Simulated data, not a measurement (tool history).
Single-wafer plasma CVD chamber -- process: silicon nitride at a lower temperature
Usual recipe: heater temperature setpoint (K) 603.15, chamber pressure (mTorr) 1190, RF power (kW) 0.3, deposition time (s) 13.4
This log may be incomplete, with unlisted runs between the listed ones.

| run | day | heater temperature setpoint (K) | chamber pressure (mTorr) | RF power (kW) | deposition time (s) | read-back reference wafer on the same gauge, thickness_nm | mean film thickness on the monitor wafer (Å) |
|---|---|---|---|---|---|---|---|
| 1 | 0 | 603.15 | 1190 | 0.3 | 13.4 | 13.799 | 148.26 |
| 2 | 1.212 | 603.15 | 1190 | 0.3 | 13.4 | 13.798 | 147.52 |
| 3 | 2.279 | 603.15 | 1190 | 0.3 | 14.6 | 13.798 | 161.24 |
| 4 | 3.179 | 603.15 | 1190 | 0.3 | 13.4 | 13.809 | 148.82 |
|  | 3.771 | RF generator calibrated |
| 5 | 6.758 | 608.15 | 1190 | 0.3 | 13.4 | 13.8 | 145.75 |
| 6 | 7.529 | 603.15 | 1020 | 0.28 | 12.1 | 13.802 | 113.27 |
| 7 | 8.45 | 612.15 | 1190 | 0.255 | 13.4 | 13.799 | 124.61 |
|  | 9.804 | showerhead replaced |
|  | 10.017 | thermocouple changed; heater temperature recalibrated |
| 8 | 10.038 | 603.15 | 1190 | 0.3 | 14.7 | 13.807 | 159.1 |
|  | 10.462 | gauge calibrated |
|  | 10.567 | capacitance manometer re-zeroed and calibrated |
| 9 | 10.588 | 603.15 | 1420 | 0.24 | 13.4 | 13.79 | 127.01 |
|  | 11.396 | RF generator calibrated, repeated, since the last time left the tool worse |
| 10 | 11.812 | 603.15 | 1020 | 0.28 | 12.1 | 13.802 | 116.92 |
| 11 | 15.179 | 609.15 | 990 | 0.3 | 13.4 | 13.799 | 134.02 |
| 12 | 16.492 | 611.15 | 1330 | 0.24 | 14.5 | 13.802 | 137.78 |
| 13 | 17.829 | 603.15 | 1190 | 0.3 | 13.4 | 13.808 | 149.57 |
| 14 | 18.508 | 612.15 | 1190 | 0.3 | 13.4 | 13.81 | 149.6 |
| 15 | 19.179 | 592.15 | 1290 | 0.275 | 14.5 | 13.804 | 155.63 |
| 16 | 20.296 | 618.15 | 1050 | 0.3 | 13.4 | 13.813 | 138.04 |

Run 17, settings as shown, results not yet in. Your forecast:
| 17 | 20.846 | 597.15 | 1190 | 0.25 | 14.1 | ? | ? |

{"run 17": {"read-back reference wafer on the same gauge, thickness_nm": 13.8, "mean film thickness on the monitor wafer (Å)": 131.94}}
If the tool had no hidden condition, the same run with the same run-to-run variation would have returned mean film thickness on the monitor wafer (Å) 132.99.

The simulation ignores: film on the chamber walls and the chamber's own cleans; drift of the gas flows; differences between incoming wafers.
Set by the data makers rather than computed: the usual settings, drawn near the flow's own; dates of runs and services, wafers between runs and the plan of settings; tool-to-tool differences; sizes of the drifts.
